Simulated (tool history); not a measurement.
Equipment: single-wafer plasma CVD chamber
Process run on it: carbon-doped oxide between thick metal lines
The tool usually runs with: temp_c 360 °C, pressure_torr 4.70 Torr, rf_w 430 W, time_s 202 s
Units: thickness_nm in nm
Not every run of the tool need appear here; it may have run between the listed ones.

| run | hour | temp_c | pressure_torr | rf_w | time_s | read-back reference wafer on the same gauge, thickness_nm | thickness_nm |
|---|---|---|---|---|---|---|---|
| 1 | 0.0 | 360 | 4.70 | 430 | 202 | 1000.410 | 920.517 |
| 2 | 63.6 | 360 | 4.70 | 430 | 202 | 1001.758 | 921.947 |
| 3 | 101.6 | 360 | 5.18 | 430 | 202 | 1001.318 | 932.149 |
| 4 | 151.0 | 360 | 5.18 | 430 | 202 | 1001.255 | 929.102 |
| 5 | 219.8 | 360 | 5.18 | 430 | 202 | 1000.923 | 935.101 |
| 6 | 251.3 | 360 | 4.70 | 430 | 202 | 1001.158 | 921.192 |
|  | 281.1 | gauge calibrated |
| 7 | 303.9 | 360 | 4.70 | 430 | 202 | 1000.910 | 923.133 |
| 8 | 368.0 | 360 | 4.70 | 430 | 202 | 1000.765 | 920.856 |
| 9 | 432.2 | 348 | 4.70 | 430 | 202 | 1001.159 | 947.943 |
| 10 | 499.1 | 360 | 5.34 | 465 | 202 | 1000.786 | 981.120 |
| 11 | 535.7 | 360 | 4.70 | 430 | 180 | 1000.197 | 823.018 |
| 12 | 590.7 | 360 | 4.70 | 430 | 220 | 1001.478 | 1003.735 |
| 13 | 659.8 | 360 | 4.70 | 430 | 202 | 1001.360 | 922.169 |
| 14 | 721.1 | 360 | 4.70 | 430 | 175 | 1002.102 | 797.096 |
| 15 | 791.1 | 360 | 4.15 | 430 | 202 | 1000.932 | 902.709 |
| 16 | 816.9 | 346 | 5.74 | 495 | 166 | 1000.519 | 855.797 |
| 17 | 906.7 | 360 | 4.70 | 350 | 236 | 1000.790 | 965.695 |
| 18 | 962.0 | 350 | 4.70 | 380 | 177 | 1001.643 | 769.344 |
| 19 | 1009.2 | 360 | 4.70 | 430 | 202 | 1001.437 | 915.163 |
|  | 1026.7 | RF generator calibrated |
| 20 | 1063.5 | 350 | 4.70 | 490 | 179 | 1000.699 | 899.346 |
| 21 | 1128.4 | 371 | 4.70 | 430 | 202 | 1001.158 | 907.856 |
| 22 | 1185.4 | 360 | 5.34 | 430 | 202 | 999.676 | 946.207 |
| 23 | 1218.9 | 360 | 4.70 | 430 | 202 | 1001.903 | 926.998 |
| 24 | 1257.3 | 360 | 4.70 | 430 | 202 | 1000.547 | 932.750 |
| 25 | 1314.4 | 346 | 4.70 | 430 | 202 | 1000.333 | 957.782 |
| 26 | 1361.7 | 360 | 4.70 | 430 | 202 | 1001.441 | 926.980 |
| 27 | 1396.4 | 360 | 4.03 | 345 | 242 | 1000.606 | 978.483 |

Below are 5 alternative next runs, each starting from the tool's condition after run 27. Predict each:
| A | 1396.9 | 352 | 4.70 | 430 | 202 | ? | ? |
| B | 1396.9 | 360 | 3.62 | 430 | 224 | ? | ? |
| C | 1396.9 | 369 | 4.18 | 485 | 188 | ? | ? |
| D | 1396.9 | 360 | 5.19 | 430 | 202 | ? | ? |
| E | 1396.9 | 367 | 5.65 | 430 | 186 | ? | ? |

| run | read-back reference wafer on the same gauge, thickness_nm | thickness_nm |
|---|---|---|
| A | 1000.399 | 947.130 |
| B | 1000.399 | 997.585 |
| C | 1000.399 | 889.394 |
| D | 1000.399 | 942.924 |
| E | 1000.399 | 864.276 |
With the hidden condition removed and each run's random variation left untouched, the same runs would have given:
| run | thickness_nm |
|---|---|
| A | 942.073 |
| B | 993.120 |
| C | 884.587 |
| D | 937.942 |
| E | 861.443 |

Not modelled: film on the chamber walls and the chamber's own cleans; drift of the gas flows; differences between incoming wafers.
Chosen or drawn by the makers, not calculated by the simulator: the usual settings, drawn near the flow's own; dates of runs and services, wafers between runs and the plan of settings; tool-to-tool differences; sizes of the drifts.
